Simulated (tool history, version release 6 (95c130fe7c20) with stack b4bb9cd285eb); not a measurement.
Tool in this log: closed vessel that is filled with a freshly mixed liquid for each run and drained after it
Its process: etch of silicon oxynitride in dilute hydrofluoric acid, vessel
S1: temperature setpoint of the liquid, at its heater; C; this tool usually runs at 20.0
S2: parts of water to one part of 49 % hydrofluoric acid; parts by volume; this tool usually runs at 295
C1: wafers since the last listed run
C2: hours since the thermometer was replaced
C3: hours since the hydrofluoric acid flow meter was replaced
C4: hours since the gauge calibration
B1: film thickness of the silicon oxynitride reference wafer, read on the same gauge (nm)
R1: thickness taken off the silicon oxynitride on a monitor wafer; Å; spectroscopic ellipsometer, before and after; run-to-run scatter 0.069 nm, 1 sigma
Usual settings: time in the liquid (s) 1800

{"run": 1, "hour": 0.0, "S1": 20.0, "S2": 180, "time in the liquid (s)": 1800, "C1": 0, "C2": 244.2, "C3": 336.2, "C4": 3377.0, "B1": 31.82, "R1": 150.6}
{"hour": 21.7, "done": "gauge calibrated"}
{"run": 2, "hour": 45.7, "S1": 20.0, "S2": 295, "time in the liquid (s)": 1800, "C1": 1447, "C2": 289.9, "C3": 381.9, "C4": 24.0, "B1": 29.77, "R1": 79.9}
{"run": 3, "hour": 135.7, "S1": 21.5, "S2": 225, "time in the liquid (s)": 1800, "C1": 2851, "C2": 379.9, "C3": 471.9, "C4": 114.0, "B1": 29.74, "R1": 116.9}
{"run": 4, "hour": 229.6, "S1": 21.5, "S2": 225, "time in the liquid (s)": 1800, "C1": 2974, "C2": 473.8, "C3": 565.8, "C4": 207.9, "B1": 29.7, "R1": 118.4}
{"run": 5, "hour": 412.5, "S1": 20.0, "S2": 335, "time in the liquid (s)": 1800, "C1": 5793, "C2": 656.7, "C3": 748.7, "C4": 390.8, "B1": 29.75, "R1": 69.6}
{"run": 6, "hour": 475.6, "S1": 20.0, "S2": 295, "time in the liquid (s)": 1800, "C1": 1998, "C2": 719.8, "C3": 811.8, "C4": 453.9, "B1": 29.8, "R1": 80.9}
{"run": 7, "hour": 531.9, "S1": 22.5, "S2": 385, "time in the liquid (s)": 2640, "C1": 1783, "C2": 776.1, "C3": 868.1, "C4": 510.2, "B1": 29.83, "R1": 95.9}
{"hour": 598.7, "done": "hydrofluoric acid flow meter replaced"}
{"run": 8, "hour": 604.7, "S1": 23.5, "S2": 145, "time in the liquid (s)": 1450, "C1": 2274, "C2": 848.9, "C3": 6.0, "C4": 583.0, "B1": 29.81, "R1": 172.1}
{"hour": 758.3, "done": "thermometer replaced"}
{"run": 9, "hour": 925.1, "S1": 24.5, "S2": 170, "time in the liquid (s)": 2600, "C1": 10118, "C2": 166.8, "C3": 326.4, "C4": 903.4, "B1": 29.86, "R1": 272.0}
{"run": 10, "hour": 986.2, "S1": 17.0, "S2": 245, "time in the liquid (s)": 1800, "C1": 1935, "C2": 227.9, "C3": 387.5, "C4": 964.5, "B1": 29.86, "R1": 86.6}
{"run": 11, "hour": 1044.0, "S1": 23.5, "S2": 260, "time in the liquid (s)": 1800, "C1": 1831, "C2": 285.7, "C3": 445.3, "C4": 1022.3, "B1": 29.92, "R1": 110.9}
{"run": 12, "hour": 1106.7, "S1": 20.0, "S2": 295, "time in the liquid (s)": 1140, "C1": 1986, "C2": 348.4, "C3": 508.0, "C4": 1085.0, "B1": 29.98, "R1": 51.4}
{"run": 13, "hour": 1161.0, "S1": 18.5, "S2": 295, "time in the liquid (s)": 1800, "C1": 1720, "C2": 402.7, "C3": 562.3, "C4": 1139.3, "B1": 29.95, "R1": 75.6}
{"run": 14, "hour": 1265.0, "S1": 20.0, "S2": 295, "time in the liquid (s)": 1800, "C1": 3294, "C2": 506.7, "C3": 666.3, "C4": 1243.3, "B1": 30.02, "R1": 81.1}
{"run": 15, "hour": 1303.8, "S1": 20.0, "S2": 430, "time in the liquid (s)": 1330, "C1": 1229, "C2": 545.5, "C3": 705.1, "C4": 1282.1, "B1": 30.04, "R1": 37.7}
{"run": 16, "hour": 1410.2, "S1": 20.0, "S2": 295, "time in the liquid (s)": 1410, "C1": 3370, "C2": 651.9, "C3": 811.5, "C4": 1388.5, "B1": 30.09, "R1": 63.1}
{"hour": 1411.9, "done": "hydrofluoric acid flow meter replaced"}
{"run": 17, "hour": 1496.9, "S1": 20.0, "S2": 295, "time in the liquid (s)": 2455, "C1": 2714, "C2": 738.6, "C3": 85.0, "C4": 1475.2, "B1": 30.1, "R1": 110.9}
{"run": 18, "hour": 1541.6, "S1": 18.0, "S2": 350, "time in the liquid (s)": 1260, "C1": 1416, "C2": 783.3, "C3": 129.7, "C4": 1519.9, "B1": 30.14, "R1": 43.4}
{"run": 19, "hour": 1600.0, "S1": 20.0, "S2": 295, "time in the liquid (s)": 1800, "C1": 1850, "C2": 841.7, "C3": 188.1, "C4": 1578.3, "B1": 30.16, "R1": 81.3}
{"run": 20, "hour": 1658.7, "S1": 18.0, "S2": 295, "time in the liquid (s)": 1800, "C1": 1859, "C2": 900.4, "C3": 246.8, "C4": 1637.0, "B1": 30.22, "R1": 75.0}
{"run": 21, "hour": 1765.2, "S1": 20.0, "S2": 295, "time in the liquid (s)": 1800, "C1": 3373, "C2": 1006.9, "C3": 353.3, "C4": 1743.5, "B1": 30.19, "R1": 82.5}
{"run": 22, "hour": 1818.0, "S1": 21.5, "S2": 295, "time in the liquid (s)": 1420, "C1": 1672, "C2": 1059.7, "C3": 406.1, "C4": 1796.3, "B1": 30.23, "R1": 70.1}
{"run": 23, "hour": 1875.8, "S1": 17.0, "S2": 220, "time in the liquid (s)": 1025, "C1": 1831, "C2": 1117.5, "C3": 463.9, "C4": 1854.1, "B1": 30.33, "R1": 57.2}
{"run": 24, "hour": 1914.0, "S1": 20.0, "S2": 295, "time in the liquid (s)": 1800, "C1": 1210, "C2": 1155.7, "C3": 502.1, "C4": 1892.3, "B1": 30.41, "R1": 82.5}
{"hour": 1945.6, "done": "thermometer replaced"}
{"run": 25, "hour": 2092.2, "S1": 20.0, "S2": 295, "time in the liquid (s)": 1800, "C1": 5613, "C2": 146.6, "C3": 680.3, "C4": 2070.5, "B1": 30.46, "R1": 82.2}
{"run": 26, "hour": 2200.1, "S1": 20.0, "S2": 170, "time in the liquid (s)": 1800, "C1": 3418, "C2": 254.5, "C3": 788.2, "C4": 2178.4, "B1": 30.51, "R1": 155.7}
{"run": 27, "hour": 2282.7, "S1": 22.5, "S2": 295, "time in the liquid (s)": 1800, "C1": 2616, "C2": 337.1, "C3": 870.8, "C4": 2261.0, "B1": 30.57, "R1": 92.3}
{"hour": 2305.5, "done": "hydrofluoric acid flow meter replaced"}
{"run": 28, "hour": 2382.3, "S1": 23.0, "S2": 335, "time in the liquid (s)": 2405, "C1": 3123, "C2": 436.7, "C3": 76.8, "C4": 2360.6, "B1": 30.65, "R1": 109.1}
{"run": 29, "hour": 2428.9, "S1": 20.0, "S2": 190, "time in the liquid (s)": 890, "C1": 1476, "C2": 483.3, "C3": 123.4, "C4": 2407.2, "B1": 30.67, "R1": 68.4}
{"run": 30, "hour": 2531.3, "S1": 20.0, "S2": 295, "time in the liquid (s)": 1800, "C1": 3243, "C2": 585.7, "C3": 225.8, "C4": 2509.6, "B1": 30.82, "R1": 83.0}
{"run": 31, "hour": 2567.8, "S1": 17.0, "S2": 400, "time in the liquid (s)": 1800, "C1": 1156, "C2": 622.2, "C3": 262.3, "C4": 2546.1, "B1": 30.84, "R1": 50.5}

Exercise: give the hidden state of the tool at every run:
liquid colder than its thermometer reads (K): 0, the same for each run
hydrofluoric acid flow above the setpoint (%): 0, the same for each run
H1: gauge reads high (%)
run=1 H1=6.16
run=2 H1=-0.823
run=3 H1=-0.816
run=4 H1=-0.8
run=5 H1=-0.739
run=6 H1=-0.709
run=7 H1=-0.679
run=8 H1=-0.635
run=9 H1=-0.372
run=10 H1=-0.309
run=11 H1=-0.245
run=12 H1=-0.172
run=13 H1=-0.105
run=14 H1=0.0316
run=15 H1=0.0858
run=16 H1=0.243
run=17 H1=0.38
run=18 H1=0.454
run=19 H1=0.554
run=20 H1=0.659
run=21 H1=0.858
run=22 H1=0.961
run=23 H1=1.08
run=24 H1=1.16
run=25 H1=1.55
run=26 H1=1.8
run=27 H1=2
run=28 H1=2.26
run=29 H1=2.38
run=30 H1=2.66
run=31 H1=2.76

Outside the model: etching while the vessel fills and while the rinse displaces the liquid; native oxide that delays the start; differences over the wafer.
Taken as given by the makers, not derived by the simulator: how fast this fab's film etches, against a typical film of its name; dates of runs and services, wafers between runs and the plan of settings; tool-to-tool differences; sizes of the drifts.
